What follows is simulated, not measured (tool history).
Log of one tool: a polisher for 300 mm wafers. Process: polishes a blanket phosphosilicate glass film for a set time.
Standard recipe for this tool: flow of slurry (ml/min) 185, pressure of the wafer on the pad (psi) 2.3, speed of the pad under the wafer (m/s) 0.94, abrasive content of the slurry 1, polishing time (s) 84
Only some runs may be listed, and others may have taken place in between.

run	hour	flow of slurry (ml/min)	pressure of the wafer on the pad (psi)	speed of the pad under the wafer (m/s)	abrasive content of the slurry	polishing time (s)	incoming thickness of the incoming film, nm	film removed (Å)
1	0	185	2.3	1.06	1	106	2699.9	6726
2	43.5	185	2.3	1.06	1	106	2738.5	6629
3	86.8	185	2.3	0.94	1	84	2753.7	4583
4	132.5	185	2.3	0.94	1	84	2762.9	4693
# hour 149.4: slurry nozzle cleaned
# hour 155: slurry blender recalibrated
5	205.7	185	2.9	0.76	1	84	2681.4	5112
6	245.4	185	2.3	0.78	0.75	84	2720.7	3600
7	332.4	185	2.3	0.94	1.1	84	2697.3	4878
# hour 432.5: worn pad replaced by a new one
# hour 451.6: conditioning disc replaced and pad reconditioned
# hour 452.8: head pressure recalibrated
8	642.7	185	2.7	0.94	1	111	2696.4	7562
9	737	185	2.3	0.94	1	66	2754.3	3880
# hour 1015.5: slurry blender recalibrated
10	1034	185	2.3	0.82	0.75	84	2758.9	3583
11	1080.3	185	2.3	0.94	1	84	2744.3	4548
# hour 1091.7: slurry nozzle cleaned
12	1126.7	170	2.5	0.76	1	84	2766.6	4378
13	1216.6	145	2.3	0.94	1	84	2736.6	4665
# hour 1256.5: conditioning disc replaced and pad reconditioned
# hour 1281.2: head pressure recalibrated
14	1309.3	250	2.6	0.78	1.3	84	2720.3	5721
# hour 1389.7: worn pad replaced by a new one
15	1399.9	185	2.3	0.94	1.2	84	2733.5	5443
16	1505.4	150	2.3	0.94	1	84	2702.6	4923
17	1570.1	185	2.3	0.94	1	84	2719.8	4921
18	1831.7	170	2.3	0.94	1	84	2787.1	4719
# hour 1834.4: slurry blender recalibrated
19	1917.4	185	2.3	0.94	1	95	2760.4	5162
# hour 1965.8: slurry nozzle cleaned
20	1999.7	225	2.3	0.94	1.25	84	2752.4	5274
21	2106.7	210	2.3	0.94	1.1	84	2743.2	4805
# hour 2109: head pressure recalibrated
# hour 2250.4: conditioning disc replaced and pad reconditioned
# hour 2258.1: worn pad replaced by a new one
22	2348.9	185	2.3	1.08	1	84	2717.9	5544
23	2452.2	185	2.3	0.94	1	84	2722.5	4947
24	2559.3	185	2.3	0.94	1	84	2757.4	4791
# hour 2817.3: slurry blender recalibrated
25	2831.8	230	2.3	0.94	0.7	108	2706.7	4993

4 ways to go on from here, each from the tool as it stands after run 25. What would each give?
A	2832.2	185	2.3	0.94	1	84	2730.6	?
B	2832.2	185	2.3	0.94	0.8	84	2730.6	?
C	2832.2	210	2.3	1.24	1	111	2730.6	?
D	2832.2	225	2.3	0.94	1	69	2730.6	?

run	film removed (Å)
A	4503
B	4025
C	7394
D	3787
With no hidden state in the tool, these same runs would have given:
run	film removed (Å)
A	5126
B	4582
C	8553
D	4286
